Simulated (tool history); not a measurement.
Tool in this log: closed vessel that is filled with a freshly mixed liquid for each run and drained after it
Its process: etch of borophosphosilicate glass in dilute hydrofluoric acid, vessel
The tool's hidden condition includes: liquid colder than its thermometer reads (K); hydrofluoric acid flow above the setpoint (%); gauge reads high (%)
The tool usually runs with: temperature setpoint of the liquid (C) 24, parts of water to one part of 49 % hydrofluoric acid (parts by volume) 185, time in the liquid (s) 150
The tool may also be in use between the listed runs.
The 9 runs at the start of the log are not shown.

run,hour,temperature setpoint of the liquid (C),parts of water to one part of 49 % hydrofluoric acid (parts by volume),time in the liquid (s),wafers since the last listed run,hours since the thermometer was replaced,hours since the hydrofluoric acid flow meter was replaced,hours since the gauge calibration,"read-back film thickness of the borophosphosilicate glass reference wafer, read on the same gauge (nm)",thickness taken off the borophosphosilicate glass on a monitor wafer (angstrom)
# hour 226.3: gauge calibrated
10,227.7,24,185,150,2362,2468.1,1893.3,1.4,129.98,390.8
11,255.4,24,185,90,3001,2495.8,1921,29.1,129.99,232.2
12,273,24,185,90,1907,2513.4,1938.6,46.7,129.99,234.4
13,295.4,24,255,150,2427,2535.8,1961,69.1,130.03,266.4
14,313.2,24,255,150,1928,2553.6,1978.8,86.9,130.02,265.4
15,338.1,24,210,150,2698,2578.5,2003.7,111.8,130.05,336.4
16,373.9,27,140,150,3879,2614.3,2039.5,147.6,130.01,607.3
17,432.4,21,225,150,6338,2672.8,2098,206.1,129.99,275.6
18,445.3,24,185,90,1397,2685.7,2110.9,219,130,234
# hour 450.3: hydrofluoric acid flow meter replaced
19,470.1,24,210,150,2578,2710.5,19.8,243.8,130.01,299.1
# hour 491.7: thermometer replaced
20,498.4,20.5,135,190,2958,6.7,48.1,272.1,129.99,608
21,533.2,28.5,260,95,3770,41.5,82.9,306.9,129.98,186.9
22,564.6,24,185,150,3402,72.9,114.3,338.3,130,382.8
23,582.5,24,120,150,1939,90.8,132.2,356.2,129.99,636.2
24,609.2,20.5,135,190,2893,117.5,158.9,382.9,130.03,615.7
25,629.4,24,185,150,2188,137.7,179.1,403.1,129.98,384.3
26,664.6,26.5,160,70,3814,172.9,214.3,438.3,130.04,233.6
27,693.6,20.5,265,90,3142,201.9,243.3,467.3,130,130.8
28,711.4,26,260,120,1928,219.7,261.1,485.1,130.02,217.1
29,726,24,185,150,1581,234.3,275.7,499.7,129.99,384.1
30,753.8,22,235,90,3012,262.1,303.5,527.5,129.99,161.2

Alternative continuations, all from the tool just after run 30; predict every row:
A,754.5,24,185,150,75,262.8,304.2,528.2,?,?
B,754.5,20,250,150,75,262.8,304.2,528.2,?,?
C,754.5,20,140,95,75,262.8,304.2,528.2,?,?

run,"read-back film thickness of the borophosphosilicate glass reference wafer, read on the same gauge (nm)",thickness taken off the borophosphosilicate glass on a monitor wafer (angstrom)
A,129.99,385.9
B,129.99,230.4
C,129.99,289.9
With no hidden state in the tool, these same runs would have given:
run,thickness taken off the borophosphosilicate glass on a monitor wafer (angstrom)
A,381.7
B,227.8
C,287.2

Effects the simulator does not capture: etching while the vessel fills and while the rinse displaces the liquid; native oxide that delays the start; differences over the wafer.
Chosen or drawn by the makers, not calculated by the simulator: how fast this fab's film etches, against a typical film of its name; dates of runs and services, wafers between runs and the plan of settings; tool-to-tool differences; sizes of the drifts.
